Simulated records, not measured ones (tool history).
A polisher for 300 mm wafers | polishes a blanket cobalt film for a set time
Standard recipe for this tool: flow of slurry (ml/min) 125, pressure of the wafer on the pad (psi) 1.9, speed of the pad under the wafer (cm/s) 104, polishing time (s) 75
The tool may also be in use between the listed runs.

run,hour,flow of slurry (ml/min),pressure of the wafer on the pad (psi),speed of the pad under the wafer (cm/s),polishing time (s),"incoming thickness of the incoming film, nm",film removed (nm)
1,0,125,1.9,104,75,1073,330
2,17.6,105,1.9,104,75,1083.7,319.2
3,25.3,125,1.9,104,75,1098.8,340
# hour 39.4: worn pad replaced by a new one
4,40.5,125,1.9,104,75,1099.6,326.5
5,56,125,1.9,104,75,1086.9,327.6
6,67.3,125,1.9,104,75,1091.5,324.5
7,78.8,125,1.9,104,75,1089.6,326.3
8,90.7,125,1.9,104,75,1103.6,329.1
9,104.6,125,1.9,104,75,1099.3,324.5
10,118.5,125,1.9,88,91,1088.4,334.5
# hour 130.2: worn pad replaced by a new one
11,130.7,125,1.9,88,91,1111.5,326.1
12,142.4,125,1.9,88,91,1078.5,337
13,149.9,125,1.9,104,75,1095.9,326.5
14,162.9,125,1.9,104,75,1112.8,328.8
15,177.2,125,1.9,104,75,1087.5,328.2
16,185.6,125,1.9,104,75,1087.1,320.7
17,199.3,125,1.9,104,75,1096.4,321.8
18,207.2,85,1.9,90,66,1084.4,223
# hour 221.8: worn pad replaced by a new one
19,222.3,125,2.3,104,63,1089.3,325.1
20,228.6,125,1.9,104,75,1103.8,322.2
21,237.4,125,1.9,82,51,1080.4,171.2
# hour 248.8: head pressure recalibrated
22,249.3,135,2.6,114,75,1084.5,575.1
23,262.8,125,1.9,86,75,1092.3,300.4
# hour 275.7: slurry nozzle cleaned
# hour 303.7: worn pad replaced by a new one
24,308.8,125,1.9,104,86,1091.5,448
25,315.5,125,2.5,104,75,1094.1,515.5
26,332.6,125,1.9,128,75,1101.3,477.4
27,349.1,125,1.9,104,75,1091.6,391.4
28,361.7,125,1.9,104,75,1080.3,388.5
29,379.5,125,1.9,104,75,1079,386.2
# hour 385.2: worn pad replaced by a new one
30,389.1,90,1.9,104,75,1093.5,355.9

For run 31, what comes out?
31,395.3,125,1.9,104,75,1081.1,?

{"run 31": {"film removed (nm)": 378}}
With no hidden state in the tool, this same run would have given film removed (nm) 394.7.

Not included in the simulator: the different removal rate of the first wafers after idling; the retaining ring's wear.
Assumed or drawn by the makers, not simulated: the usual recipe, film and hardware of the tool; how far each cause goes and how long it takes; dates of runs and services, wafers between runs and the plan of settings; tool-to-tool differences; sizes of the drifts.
